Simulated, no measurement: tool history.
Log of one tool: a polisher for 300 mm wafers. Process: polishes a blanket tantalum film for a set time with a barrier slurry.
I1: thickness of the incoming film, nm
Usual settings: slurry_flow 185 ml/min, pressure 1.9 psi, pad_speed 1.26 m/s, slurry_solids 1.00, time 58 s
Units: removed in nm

Run 1, hour 0.0: usual settings; I1 466.8. Result: removed 98.3 nm.
At hour 36.6: worn pad replaced by a new one.
Run 2, hour 37.1: usual settings but pad_speed 1.16 m/s; I1 474.3. Result: removed 92.8 nm.
Run 3, hour 68.6: usual settings but pad_speed 1.16 m/s; I1 470.5. Result: removed 91.5 nm.
At hour 100.0: head pressure recalibrated.
Run 4, hour 100.5: usual settings; I1 474.1. Result: removed 95.0 nm.
Run 5, hour 128.7: usual settings; I1 478.8. Result: removed 89.4 nm.
At hour 139.1: slurry nozzle cleaned.
Run 6, hour 144.6: usual settings; I1 466.1. Result: removed 105.8 nm.
Run 7, hour 160.5: usual settings; I1 475.8. Result: removed 102.0 nm.
Run 8, hour 207.0: usual settings; I1 469.8. Result: removed 99.6 nm.
Run 9, hour 230.3: usual settings; I1 464.6. Result: removed 98.9 nm.
At hour 247.4: worn pad replaced by a new one.
At hour 255.6: slurry blender recalibrated.
Run 10, hour 260.3: usual settings but slurry_flow 230 ml/min, pressure 1.6 psi, pad_speed 0.94 m/s, slurry_solids 0.90; I1 469.0. Result: removed 63.0 nm.
Run 11, hour 282.3: usual settings but pressure 1.7 psi, slurry_solids 0.90; I1 461.7. Result: removed 85.5 nm.
Run 12, hour 299.8: usual settings but slurry_flow 145 ml/min, slurry_solids 0.75; I1 470.3. Result: removed 76.8 nm.
Run 13, hour 326.5: usual settings but slurry_flow 165 ml/min, pad_speed 1.06 m/s, time 48 s; I1 472.5. Result: removed 64.1 nm.
At hour 341.9: slurry nozzle cleaned.
Run 14, hour 355.9: usual settings but slurry_solids 1.25, time 71 s; I1 470.0. Result: removed 141.5 nm.
Run 15, hour 377.9: usual settings; I1 474.9. Result: removed 100.7 nm.
Run 16, hour 412.0: usual settings; I1 465.1. Result: removed 100.9 nm.
At hour 439.5: worn pad replaced by a new one.
Run 17, hour 440.3: usual settings but time 66 s; I1 479.9. Result: removed 120.2 nm.
Run 18, hour 453.9: usual settings; I1 469.5. Result: removed 103.7 nm.
Run 19, hour 475.7: usual settings but pressure 2.5 psi; I1 469.9. Result: removed 134.3 nm.
Run 20, hour 489.7: usual settings but pressure 2.2 psi; I1 474.0. Result: removed 112.4 nm.
Run 21, hour 513.4: usual settings; I1 469.4. Result: removed 95.1 nm.
Run 22, hour 547.8: usual settings but pressure 1.7 psi; I1 466.2. Result: removed 82.4 nm.
At hour 558.2: slurry blender recalibrated.
Run 23, hour 560.3: usual settings; I1 473.0. Result: removed 90.3 nm.
Run 24, hour 573.6: usual settings but slurry_flow 205 ml/min, pressure 2.3 psi, pad_speed 1.42 m/s, slurry_solids 0.90; I1 464.6. Result: removed 119.6 nm.
At hour 582.5: slurry nozzle cleaned.
Run 25, hour 592.8: usual settings but slurry_flow 225 ml/min, pressure 2.1 psi, slurry_solids 1.20, time 48 s; I1 470.5. Result: removed 102.7 nm.
Run 26, hour 605.2: usual settings but slurry_flow 125 ml/min; I1 466.4. Result: removed 94.4 nm.
Run 27, hour 635.3: usual settings but slurry_flow 140 ml/min, pressure 1.5 psi; I1 472.5. Result: removed 74.1 nm.
At hour 645.2: worn pad replaced by a new one.
Run 28, hour 648.7: usual settings but slurry_flow 220 ml/min, pressure 1.2 psi, pad_speed 0.92 m/s; I1 472.7. Result: removed 50.6 nm.
Run 29, hour 675.6: usual settings but pad_speed 1.66 m/s, slurry_solids 1.25, time 75 s; I1 471.8. Result: removed 193.7 nm.

5 ways to go on from here, each from the tool as it stands after run 29. What would each give?
Run A, hour 676.0: usual settings but slurry_solids 1.20; I1 461.4. Result: removed ?.
Run B, hour 676.0: usual settings but slurry_flow 140 ml/min, pressure 1.7 psi; I1 461.4. Result: removed ?.
Run C, hour 676.0: usual settings but pressure 2.3 psi, pad_speed 1.64 m/s, slurry_solids 1.30, time 45 s; I1 461.4. Result: removed ?.
Run D, hour 676.0: usual settings but pressure 1.5 psi, slurry_solids 0.90; I1 461.4. Result: removed ?.
Run E, hour 676.0: usual settings but pad_speed 1.44 m/s, time 44 s; I1 461.4. Result: removed ?.

run  removed
  A    110.4
  B     86.0
  C    138.5
  D     76.4
  E     88.8
Without the tool's hidden state the same runs would have given:
run  removed
  A    117.7
  B     92.8
  C    147.7
  D     81.4
  E     94.6
